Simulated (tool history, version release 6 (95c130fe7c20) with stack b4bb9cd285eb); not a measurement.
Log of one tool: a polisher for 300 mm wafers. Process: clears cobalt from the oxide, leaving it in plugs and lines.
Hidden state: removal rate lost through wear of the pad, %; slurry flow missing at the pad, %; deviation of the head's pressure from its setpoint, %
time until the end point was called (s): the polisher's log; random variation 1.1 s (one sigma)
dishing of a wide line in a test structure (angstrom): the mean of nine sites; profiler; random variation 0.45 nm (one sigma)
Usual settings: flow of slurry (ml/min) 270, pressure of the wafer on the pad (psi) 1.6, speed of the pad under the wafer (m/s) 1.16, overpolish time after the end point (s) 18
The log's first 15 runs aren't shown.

run	day	flow of slurry (ml/min)	pressure of the wafer on the pad (psi)	speed of the pad under the wafer (m/s)	overpolish time after the end point (s)	wafers since the last listed run	wafers polished on this pad	hours since the slurry nozzle was cleaned	hours since the head pressure was calibrated	incoming thickness of the incoming film, nm	time until the end point was called (s)	dishing of a wide line in a test structure (angstrom)
16	36	270	1.6	1.4	18	483	2194	683.8	319.9	249.1	51.2	448
17	38.612	270	1.6	1.16	18	498	2693	746.5	382.6	247.2	60.7	411
18	40.271	270	1.6	1.16	18	316	3010	786.3	422.4	254.4	63.7	405
19	41.933	270	1.6	1.16	25	317	3327	826.2	462.3	252.7	65.1	460
# day 42.458: worn pad replaced by a new one
# day 42.671: slurry nozzle cleaned
20	43.442	200	1.2	0.92	25	248	179	18.5	498.5	247.1	96.6	384
21	45.733	270	1.4	1.16	11	437	617	73.5	553.5	249.4	64.4	298
22	48.479	360	1.8	1.16	18	524	1141	139.4	619.4	251.5	51.6	432
23	50.725	270	1.6	1.16	18	428	1569	193.3	673.3	247.3	57.6	414
24	53.508	270	1.6	1.16	18	531	2100	260.1	740.1	247.1	60.5	410
25	54.979	270	1.6	1.16	24	280	2381	295.4	775.4	249.8	57.6	465
26	56.912	270	1.6	1.16	9	368	2750	341.8	821.8	246.6	60.5	274
# day 57.258: worn pad replaced by a new one
27	57.942	270	1.6	1.16	18	164	130	366.5	846.5	245.4	53.6	436
28	60.288	270	1.6	1.16	18	447	578	422.8	902.8	246.6	54.4	427
29	62.333	270	2.1	1.04	18	390	968	471.9	951.9	248.4	46.7	450
30	65.117	270	1.6	1.16	18	531	1499	538.7	1018.7	250.7	55.2	431
# day 65.283: head pressure recalibrated
31	66.233	270	1.4	1.16	9	197	1697	565.5	22.8	251.1	73.2	238
32	69.104	270	1.9	1.54	18	547	2245	634.4	91.7	247.2	41.3	473
33	70.154	270	1.6	1.16	18	200	2445	659.6	116.9	253.8	65.8	399
34	72.438	270	2.1	0.92	18	435	2881	714.4	171.7	251.7	64.8	401

Forecast each of these 4 alternatives for the next run:
A	72.458	270	1.6	1.16	18	3	2885	714.9	172.2	245.9	?	?
B	72.458	360	1.6	0.78	28	3	2885	714.9	172.2	245.9	?	?
C	72.458	270	1.6	1.16	22	3	2885	714.9	172.2	245.9	?	?
D	72.458	270	1	1.16	18	3	2885	714.9	172.2	245.9	?	?

run	time until the end point was called (s)	dishing of a wide line in a test structure (angstrom)
A	65.5	391
B	95.3	405
C	65.5	428
D	100.5	307
Without the tool's hidden state the same runs would have given:
run	time until the end point was called (s)	dishing of a wide line in a test structure (angstrom)
A	58.1	413
B	84.5	427
C	58.1	448
D	89.2	331
